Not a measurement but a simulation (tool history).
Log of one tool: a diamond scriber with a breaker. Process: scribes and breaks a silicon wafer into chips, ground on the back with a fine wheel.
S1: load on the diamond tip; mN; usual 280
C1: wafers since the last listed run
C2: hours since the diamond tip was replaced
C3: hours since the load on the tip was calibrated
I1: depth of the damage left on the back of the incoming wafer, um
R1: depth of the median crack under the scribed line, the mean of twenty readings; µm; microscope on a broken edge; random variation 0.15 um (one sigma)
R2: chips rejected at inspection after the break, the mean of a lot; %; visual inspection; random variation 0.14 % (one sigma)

run	hour	S1	C1	C2	C3	I1	R1	R2
1	0	280	0	491.4	1027.8	2.51	7.88	5.3
2	6.6	280	25	498	1034.4	2.73	7.82	6.32
3	21.5	280	56	512.9	1049.3	2.46	7.66	5.25
4	37.6	280	61	529	1065.4	1.59	7.96	3.2
5	44.7	318	27	536.1	1072.5	2.81	8.28	4.64
6	54.3	280	36	545.7	1082.1	2.83	7.75	6.46
7	62.5	330	31	553.9	1090.3	2.04	8.1	2.94
8	73	263	40	564.4	1100.8	1.98	7.28	5.37
9	81.3	300	31	572.7	1109.1	2.89	7.73	6.15
10	92.2	280	41	583.6	1120	2.26	7.45	5.01
11	110.2	280	68	601.6	1138	1.71	7.52	4.22
12	122.3	280	46	613.7	1150.1	2.14	7.42	5.56
13	132.5	280	38	623.9	1160.3	1.91	7.45	5.16
14	146.3	280	52	637.7	1174.1	2.57	7.22	6.98
15	156	280	37	647.4	1183.8	2.92	7.47	8.55
16	168.7	280	48	660.1	1196.5	2.94	7.35	9.06
17	180.5	280	45	671.9	1208.3	1.98	7.14	5.7
18	197.1	280	63	688.5	1224.9	1.57	7.08	5.13
# hour 202.8: load on the tip recalibrated
19	203.9	280	18	695.3	1.1	1.53	7.26	5.39
20	210.3	280	24	701.7	7.5	2.51	7.42	7.71
21	218	315	29	709.4	15.2	2.81	7.67	7.31
22	232.6	328	55	724	29.8	2.47	7.63	4.91
23	239.8	255	27	731.2	37	1.51	6.77	7.76
24	254.4	208	55	745.8	51.6	1.95	5.74	16.61
25	266.9	317	47	758.3	64.1	2.67	7.38	6.98
26	275.9	315	34	767.3	73.1	1.58	7.44	4.32
27	284.4	349	32	775.8	81.6	2.56	7.58	5.4
28	292.8	258	32	784.2	90	2.52	6.49	13.54
# hour 308.7: diamond tip replaced by a new one
29	310.4	360	59	1.7	107.6	2.05	9.36	4.22
30	364.1	322	205	55.4	161.3	2.7	8.74	4.43
31	373.2	316	34	64.5	170.4	2.64	8.79	4.28
32	381.5	321	31	72.8	178.7	2.05	8.77	2.96
33	392.5	199	42	83.8	189.7	1.98	6.76	7.49
34	401.2	280	33	92.5	198.4	2.16	8.28	2.88
35	419	348	68	110.3	216.2	1.93	9.13	3.38
36	433.7	353	56	125	230.9	2.95	9.33	5.04
37	450.9	252	65	142.2	248.1	2.32	7.57	4.47
38	457.1	280	23	148.4	254.3	1.62	8.16	2.45
39	498.7	280	159	190	295.9	1.85	8.11	2.72
40	516.6	327	68	207.9	313.8	1.93	8.97	3.17
41	532.5	257	60	223.8	329.7	2.04	7.76	3.56
42	542	344	36	233.3	339.2	1.98	9.19	3.5
43	549.5	357	28	240.8	346.7	1.97	9.44	3.69

Some steps in R1 between neighbouring runs. How much of each would the tool show without its hidden state too (settings, what came in, random variation), and how much is left for the hidden state, with any gauge scatter that isn't in both results?
The hidden state here: share of the diamond tip's cutting effectiveness lost through wear, %; deviation of the load on the tip from its setpoint, %.
Run 24 -> 25: S1 208 -> 317. R1 +1.64 µm: hidden state -0.38, all else +2.02.
Run 27 -> 28: S1 349 -> 258. R1 -1.09 µm: hidden state +0.2, all else -1.29.
Run 28 -> 29: S1 258 -> 360, diamond tip replaced by a new one. R1 +2.87 µm: hidden state +1.31, all else +1.56.
Run 32 -> 33: S1 321 -> 199. R1 -2.01 µm: hidden state +0.04, all else -2.05.
Run 36 -> 37: S1 353 -> 252. R1 -1.76 µm: hidden state +0.02, all else -1.78.
